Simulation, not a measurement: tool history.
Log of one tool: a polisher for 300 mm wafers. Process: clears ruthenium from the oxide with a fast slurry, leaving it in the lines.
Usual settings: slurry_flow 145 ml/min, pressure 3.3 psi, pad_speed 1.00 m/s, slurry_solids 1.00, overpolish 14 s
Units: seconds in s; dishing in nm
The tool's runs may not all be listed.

| run | hour | slurry_flow | pressure | pad_speed | slurry_solids | overpolish | wafers since the last listed run | wafers polished on this pad | hours since the slurry nozzle was cleaned | hours since the head pressure was calibrated | hours since the slurry blender was calibrated | incoming thickness of the incoming film, nm | seconds | dishing |
|---|---|---|---|---|---|---|---|---|---|---|---|---|---|---|
| 1 | 0.0 | 145 | 3.3 | 1.00 | 1.15 | 14 | 0 | 469 | 350.2 | 930.0 | 283.4 | 162.4 | 32.4 | 60.6 |
| 2 | 8.5 | 145 | 3.3 | 1.00 | 1.25 | 14 | 118 | 587 | 358.7 | 938.5 | 291.9 | 158.6 | 30.7 | 62.2 |
| 3 | 24.2 | 145 | 3.3 | 1.00 | 1.25 | 14 | 218 | 806 | 374.4 | 954.2 | 307.6 | 161.8 | 32.4 | 61.8 |
| 4 | 37.5 | 145 | 3.3 | 1.00 | 1.25 | 14 | 185 | 991 | 387.7 | 967.5 | 320.9 | 160.6 | 31.2 | 61.4 |
| 5 | 54.0 | 145 | 3.3 | 1.00 | 1.00 | 14 | 229 | 1221 | 404.2 | 984.0 | 337.4 | 158.2 | 34.1 | 56.7 |
|  | 62.9 | worn pad replaced by a new one |
| 6 | 65.2 | 145 | 3.3 | 1.00 | 1.00 | 14 | 100 | 31 | 415.4 | 995.2 | 348.6 | 161.5 | 35.2 | 57.7 |
| 7 | 71.3 | 145 | 3.3 | 1.00 | 1.00 | 14 | 84 | 116 | 421.5 | 1001.3 | 354.7 | 159.8 | 35.4 | 55.9 |
| 8 | 88.4 | 145 | 2.8 | 1.00 | 1.00 | 14 | 237 | 354 | 438.6 | 1018.4 | 371.8 | 162.7 | 41.6 | 49.1 |
|  | 101.7 | slurry blender recalibrated |
| 9 | 102.2 | 145 | 3.3 | 1.00 | 1.00 | 14 | 164 | 518 | 452.4 | 1032.2 | 0.5 | 160.1 | 35.5 | 56.8 |
| 10 | 110.8 | 145 | 3.3 | 1.00 | 1.00 | 14 | 119 | 638 | 461.0 | 1040.8 | 9.1 | 161.0 | 35.3 | 56.3 |
|  | 118.4 | slurry nozzle cleaned |
| 11 | 119.9 | 145 | 3.3 | 1.00 | 1.00 | 14 | 112 | 751 | 1.5 | 1049.9 | 18.2 | 161.9 | 30.1 | 63.6 |
| 12 | 133.3 | 130 | 3.9 | 0.74 | 1.00 | 14 | 186 | 937 | 14.9 | 1063.3 | 31.6 | 161.9 | 36.5 | 53.4 |
|  | 157.0 | worn pad replaced by a new one |
| 13 | 178.4 | 145 | 3.3 | 1.00 | 1.15 | 6 | 572 | 298 | 60.0 | 1108.4 | 76.7 | 159.9 | 29.3 | 30.7 |
|  | 195.4 | head pressure recalibrated |
| 14 | 230.0 | 195 | 2.3 | 1.00 | 1.10 | 14 | 690 | 988 | 111.6 | 34.6 | 128.3 | 161.0 | 40.3 | 51.0 |
|  | 234.1 | worn pad replaced by a new one |
| 15 | 237.7 | 145 | 3.3 | 1.20 | 1.15 | 14 | 51 | 50 | 119.3 | 42.3 | 136.0 | 157.5 | 24.0 | 76.1 |
| 16 | 269.2 | 100 | 4.0 | 1.00 | 1.00 | 14 | 438 | 488 | 150.8 | 73.8 | 167.5 | 158.9 | 28.6 | 65.3 |
| 17 | 283.1 | 145 | 3.3 | 1.00 | 1.00 | 14 | 193 | 682 | 164.7 | 87.7 | 181.4 | 160.4 | 31.9 | 61.4 |
| 18 | 291.2 | 145 | 3.3 | 1.00 | 1.00 | 14 | 112 | 795 | 172.8 | 95.8 | 189.5 | 160.3 | 32.5 | 61.8 |
| 19 | 304.2 | 190 | 3.3 | 1.00 | 1.00 | 14 | 180 | 975 | 185.8 | 108.8 | 202.5 | 160.9 | 29.9 | 63.8 |
|  | 317.6 | worn pad replaced by a new one |
| 20 | 318.1 | 145 | 3.3 | 1.28 | 1.00 | 14 | 137 | 7 | 199.7 | 122.7 | 216.4 | 160.3 | 25.0 | 72.7 |
| 21 | 321.6 | 190 | 3.3 | 1.00 | 1.00 | 14 | 48 | 56 | 203.2 | 126.2 | 219.9 | 160.5 | 30.4 | 64.8 |

4 ways to go on from here, each from the tool as it stands after run 21. What would each give?
| A | 322.0 | 165 | 3.3 | 1.00 | 1.00 | 14 | 5 | 61 | 203.6 | 126.6 | 220.3 | 159.2 | ? | ? |
| B | 322.0 | 145 | 4.4 | 1.00 | 1.10 | 14 | 5 | 61 | 203.6 | 126.6 | 220.3 | 159.2 | ? | ? |
| C | 322.0 | 145 | 3.3 | 1.10 | 1.00 | 14 | 5 | 61 | 203.6 | 126.6 | 220.3 | 159.2 | ? | ? |
| D | 322.0 | 145 | 3.3 | 1.00 | 0.70 | 14 | 5 | 61 | 203.6 | 126.6 | 220.3 | 159.2 | ? | ? |

| run | seconds | dishing |
|---|---|---|
| A | 31.7 | 63.0 |
| B | 24.0 | 79.7 |
| C | 29.7 | 66.6 |
| D | 37.6 | 54.4 |
Without the tool's hidden state the same runs would have given:
| run | seconds | dishing |
|---|---|---|
| A | 30.3 | 65.5 |
| B | 22.8 | 83.1 |
| C | 28.2 | 69.6 |
| D | 35.7 | 57.0 |

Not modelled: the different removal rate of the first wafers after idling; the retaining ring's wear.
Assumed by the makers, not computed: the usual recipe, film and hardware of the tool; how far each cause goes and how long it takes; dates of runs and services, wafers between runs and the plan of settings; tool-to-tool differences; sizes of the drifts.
